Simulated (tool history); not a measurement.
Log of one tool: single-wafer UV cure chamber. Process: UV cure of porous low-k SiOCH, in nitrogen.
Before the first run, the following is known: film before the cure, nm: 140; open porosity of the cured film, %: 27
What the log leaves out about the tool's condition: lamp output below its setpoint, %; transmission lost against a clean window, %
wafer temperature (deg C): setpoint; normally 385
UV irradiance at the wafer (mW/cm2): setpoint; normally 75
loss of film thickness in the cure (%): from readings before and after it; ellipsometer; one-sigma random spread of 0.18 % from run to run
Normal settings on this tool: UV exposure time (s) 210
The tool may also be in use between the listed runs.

run	hour	wafer temperature (deg C)	UV exposure time (s)	UV irradiance at the wafer (mW/cm2)	wafers since the last listed run	hours since the UV bulbs were replaced	wafers since the quartz window was cleaned	loss of film thickness in the cure (%)
1	0	385	210	75	0	435.5	194	11.908
2	25.7	372	210	75	102	461.2	297	11.295
3	92.7	372	210	75	267	528.2	564	11.547
4	143.8	372	210	75	203	579.3	768	11.13
5	202.9	385	210	75	235	638.4	1004	11.387
6	370.6	385	210	75	669	806.1	1673	11.732
7	408.2	385	285	51	150	843.7	1823	11.468
8	467.2	385	210	75	235	902.7	2058	11.745
9	523.6	385	210	75	225	959.1	2283	11.2
# hour 534.7: quartz window cleaned
10	560.3	385	210	75	114	995.8	102	11.55
11	586.2	385	210	75	103	1021.7	205	11.639
# hour 659.9: UV bulbs replaced
12	660.4	385	210	75	264	0.5	469	11.651
13	708.4	385	210	75	191	48.5	660	11.506
14	747.1	385	210	75	154	87.2	815	11.817
15	798.1	385	210	75	203	138.2	1018	11.464
16	831.7	385	210	52	134	171.8	1152	9.521
17	864.9	396	160	42	132	205	1285	7.853
18	892.1	390	315	97	108	232.2	1393	14.427
19	929.8	385	120	75	150	269.9	1544	9.064
20	989.8	385	210	75	239	329.9	1783	11.746
21	1037.2	392	85	75	189	377.3	1972	7.686
# hour 1072.8: quartz window cleaned
22	1092.3	396	155	115	187	432.4	77	12.306
23	1146.7	385	210	75	217	486.8	294	11.533
24	1178.2	398	295	90	125	518.3	420	14.219
25	1222.4	385	210	75	176	562.5	596	11.13
26	1249.4	370	155	114	107	589.5	704	11.546
27	1300.4	401	255	75	203	640.5	907	12.54
28	1340.1	372	90	91	158	680.2	1066	8.388

Predict each of these 3 candidate next runs independently; none follows another, all start after run 28:
A	1340.6	377	210	75	1	680.7	1068	?
B	1340.6	373	95	75	1	680.7	1068	?
C	1340.6	397	325	103	1	680.7	1068	?

run	loss of film thickness in the cure (%)
A	11.62
B	7.93
C	15.708
Stripped of hidden state, with their random variation kept, the same runs would have yielded:
run	loss of film thickness in the cure (%)
A	11.62
B	7.93
C	15.708
